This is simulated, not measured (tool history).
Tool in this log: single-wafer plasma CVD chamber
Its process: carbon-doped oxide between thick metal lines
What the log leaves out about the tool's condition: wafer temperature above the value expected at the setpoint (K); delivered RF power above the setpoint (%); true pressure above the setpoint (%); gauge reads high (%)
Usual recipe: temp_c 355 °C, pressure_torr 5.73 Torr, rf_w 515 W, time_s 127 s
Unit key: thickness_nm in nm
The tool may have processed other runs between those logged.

| run | hour | temp_c | pressure_torr | rf_w | time_s | wafers since the last listed run | hours since the last thermocouple change | hours since the last RF generator calibration | hours since the last manometer calibration | hours since the showerhead was replaced | hours since the gauge calibration | read-back reference wafer on the same gauge, thickness_nm | thickness_nm |
|---|---|---|---|---|---|---|---|---|---|---|---|---|---|
| 1 | 0 | 355 | 5.73 | 515 | 127 | 0 | 1203.2 | 1284.7 | 2156.5 | 6060.3 | 774.8 | 718.986 | 704.715 |
| 2 | 27.9 | 355 | 5.73 | 515 | 127 | 274 | 1231.1 | 1312.6 | 2184.4 | 6088.2 | 802.7 | 718.384 | 704.675 |
| 3 | 117.9 | 355 | 5.73 | 515 | 127 | 885 | 1321.1 | 1402.6 | 2274.4 | 6178.2 | 892.7 | 718.973 | 701.266 |
| 4 | 139.7 | 355 | 5.73 | 515 | 146 | 214 | 1342.9 | 1424.4 | 2296.2 | 6200 | 914.5 | 719.565 | 808.699 |
| 5 | 169.2 | 355 | 5.73 | 515 | 127 | 290 | 1372.4 | 1453.9 | 2325.7 | 6229.5 | 944 | 719.099 | 705.234 |
| 6 | 204.8 | 355 | 5.73 | 515 | 127 | 350 | 1408 | 1489.5 | 2361.3 | 6265.1 | 979.6 | 719.816 | 702.788 |
| 7 | 227.8 | 355 | 5.73 | 515 | 127 | 226 | 1431 | 1512.5 | 2384.3 | 6288.1 | 1002.6 | 719.3 | 703.603 |
| 8 | 259.7 | 355 | 5.73 | 515 | 127 | 314 | 1462.9 | 1544.4 | 2416.2 | 6320 | 1034.5 | 718.707 | 700.296 |
| 9 | 288.2 | 355 | 5.73 | 515 | 127 | 280 | 1491.4 | 1572.9 | 2444.7 | 6348.5 | 1063 | 719.072 | 703.293 |
| 10 | 307 | 355 | 5.73 | 515 | 127 | 185 | 1510.2 | 1591.7 | 2463.5 | 6367.3 | 1081.8 | 718.693 | 701.659 |
| 11 | 329 | 367 | 5.73 | 560 | 127 | 216 | 1532.2 | 1613.7 | 2485.5 | 6389.3 | 1103.8 | 719.127 | 744.576 |
|  | 339.1 | showerhead replaced, of another model than before |
| 12 | 341.2 | 355 | 5.73 | 515 | 137 | 41 | 1544.4 | 1625.9 | 2497.7 | 2.1 | 1116 | 718.986 | 761.59 |
|  | 364 | gauge calibrated |
| 13 | 370.9 | 363 | 5.73 | 515 | 115 | 292 | 1574.1 | 1655.6 | 2527.4 | 31.8 | 6.9 | 718.257 | 628.034 |
|  | 385.4 | capacitance manometer re-zeroed and calibrated |
| 14 | 403.7 | 369 | 5.73 | 425 | 106 | 244 | 1606.9 | 1688.4 | 18.3 | 64.6 | 39.7 | 719.049 | 484.32 |
| 15 | 439.3 | 355 | 5.73 | 565 | 113 | 350 | 1642.5 | 1724 | 53.9 | 100.2 | 75.3 | 717.744 | 675.26 |
| 16 | 470.2 | 355 | 5.73 | 515 | 127 | 304 | 1673.4 | 1754.9 | 84.8 | 131.1 | 106.2 | 719.462 | 708.76 |
| 17 | 504.8 | 355 | 5.73 | 515 | 127 | 340 | 1708 | 1789.5 | 119.4 | 165.7 | 140.8 | 720.035 | 704.808 |
|  | 520.1 | RF generator calibrated |
| 18 | 522 | 350 | 5.73 | 515 | 127 | 90 | 1725.2 | 1.9 | 136.6 | 182.9 | 158 | 719.228 | 730.268 |
| 19 | 534.5 | 355 | 6.3 | 575 | 127 | 123 | 1737.7 | 14.4 | 149.1 | 195.4 | 170.5 | 718.611 | 791.438 |
| 20 | 560.4 | 355 | 5.73 | 515 | 127 | 254 | 1763.6 | 40.3 | 175 | 221.3 | 196.4 | 718.808 | 722.311 |
|  | 587.8 | thermocouple changed; heater temperature recalibrated |
| 21 | 588.3 | 359 | 5.73 | 515 | 127 | 195 | 0.5 | 68.2 | 202.9 | 249.2 | 224.3 | 718.562 | 716.267 |
| 22 | 604.3 | 342 | 6.37 | 515 | 106 | 157 | 16.5 | 84.2 | 218.9 | 265.2 | 240.3 | 719.457 | 628.972 |
| 23 | 617.7 | 348 | 5.19 | 475 | 134 | 131 | 29.9 | 97.6 | 232.3 | 278.6 | 253.7 | 718.061 | 720.713 |
| 24 | 644.1 | 355 | 5.73 | 515 | 127 | 259 | 56.3 | 124 | 258.7 | 305 | 280.1 | 718.415 | 722.803 |
| 25 | 658.6 | 355 | 5.73 | 515 | 127 | 142 | 70.8 | 138.5 | 273.2 | 319.5 | 294.6 | 718.678 | 721.289 |
| 26 | 686 | 355 | 5.73 | 515 | 127 | 269 | 98.2 | 165.9 | 300.6 | 346.9 | 322 | 719.167 | 725.303 |
| 27 | 704.8 | 366 | 6.28 | 515 | 127 | 185 | 117 | 184.7 | 319.4 | 365.7 | 340.8 | 718.466 | 711.704 |
| 28 | 800.9 | 345 | 5.73 | 485 | 127 | 946 | 213.1 | 280.8 | 415.5 | 461.8 | 436.9 | 718.822 | 705.418 |
| 29 | 829.6 | 355 | 5.73 | 515 | 127 | 282 | 241.8 | 309.5 | 444.2 | 490.5 | 465.6 | 719.568 | 723.291 |

Consider 3 possible next runs. They are alternatives, not a sequence: every one starts from the tool as it was left by run 29. What does each give?
| A | 830 | 364 | 5.73 | 515 | 127 | 3 | 242.2 | 309.9 | 444.6 | 490.9 | 466 | ? | ? |
| B | 830 | 361 | 6.96 | 555 | 119 | 3 | 242.2 | 309.9 | 444.6 | 490.9 | 466 | ? | ? |
| C | 830 | 366 | 5.73 | 540 | 145 | 3 | 242.2 | 309.9 | 444.6 | 490.9 | 466 | ? | ? |

| run | read-back reference wafer on the same gauge, thickness_nm | thickness_nm |
|---|---|---|
| A | 718.952 | 704.106 |
| B | 718.952 | 713.997 |
| C | 718.952 | 829.112 |
What these runs would have given with no unlogged condition in the tool:
| run | thickness_nm |
|---|---|
| A | 707.744 |
| B | 717.572 |
| C | 833.396 |
